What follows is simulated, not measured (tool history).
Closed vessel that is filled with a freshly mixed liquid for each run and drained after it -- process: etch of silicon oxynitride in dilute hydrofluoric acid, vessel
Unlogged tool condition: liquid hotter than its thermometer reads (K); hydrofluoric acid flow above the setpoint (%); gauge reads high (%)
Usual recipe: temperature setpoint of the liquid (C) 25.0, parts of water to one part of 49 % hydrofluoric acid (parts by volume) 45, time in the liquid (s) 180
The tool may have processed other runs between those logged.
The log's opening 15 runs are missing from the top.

run	hour	temperature setpoint of the liquid (C)	parts of water to one part of 49 % hydrofluoric acid (parts by volume)	time in the liquid (s)	wafers since the last listed run	hours since the thermometer was replaced	hours since the hydrofluoric acid flow meter was replaced	hours since the gauge calibration	read-back film thickness of the silicon oxynitride reference wafer, read on the same gauge (nm)	thickness taken off the silicon oxynitride on a monitor wafer (angstrom)
16	916.2	20.5	25	260	7174	853.0	86.5	867.2	80.03	295.8
17	979.1	25.0	60	180	6765	915.9	149.4	930.1	79.95	103.3
18	1029.9	28.0	35	270	5464	966.7	200.2	980.9	79.99	316.9
19	1061.9	25.0	55	180	3441	998.7	232.2	1012.9	80.00	115.3
20	1092.6	25.0	45	180	3302	1029.4	262.9	1043.6	80.00	141.9
21	1162.7	22.5	30	180	7540	1099.5	333.0	1113.7	79.96	188.2
22	1191.9	25.0	45	210	3140	1128.7	362.2	1142.9	79.96	163.8
23	1225.7	23.0	60	150	3635	1162.5	396.0	1176.7	79.99	78.4
24	1275.7	25.0	45	180	5378	1212.5	446.0	1226.7	79.95	139.9
25	1300.3	23.5	45	180	2646	1237.1	470.6	1251.3	80.06	129.4
26	1353.6	21.0	30	220	5733	1290.4	523.9	1304.6	80.00	214.9
27	1425.5	23.0	45	180	7733	1362.3	595.8	1376.5	80.01	126.6
28	1467.2	25.0	45	180	4485	1404.0	637.5	1418.2	80.05	142.9
29	1537.5	22.5	55	95	7561	1474.3	707.8	1488.5	80.02	53.4
30	1575.5	25.0	45	180	4087	1512.3	745.8	1526.5	79.99	142.0
31	1621.6	25.0	55	145	4958	1558.4	791.9	1572.6	80.00	93.0
32	1673.3	29.0	60	110	5560	1610.1	843.6	1624.3	79.99	76.5

Predict each of these 5 candidate next runs independently; none follows another, all start after run 32:
A	1674.0	22.5	45	180	75	1610.8	844.3	1625.0	?	?
B	1674.0	27.5	45	180	75	1610.8	844.3	1625.0	?	?
C	1674.0	28.5	30	95	75	1610.8	844.3	1625.0	?	?
D	1674.0	25.0	60	110	75	1610.8	844.3	1625.0	?	?
E	1674.0	29.0	45	150	75	1610.8	844.3	1625.0	?	?

run	read-back film thickness of the silicon oxynitride reference wafer, read on the same gauge (nm)	thickness taken off the silicon oxynitride on a monitor wafer (angstrom)
A	80.02	124.9
B	80.02	159.2
C	80.02	134.0
D	80.02	63.9
E	80.02	142.4
What these runs would have given with no unlogged condition in the tool:
run	thickness taken off the silicon oxynitride on a monitor wafer (angstrom)
A	124.9
B	159.2
C	134.0
D	63.9
E	142.4
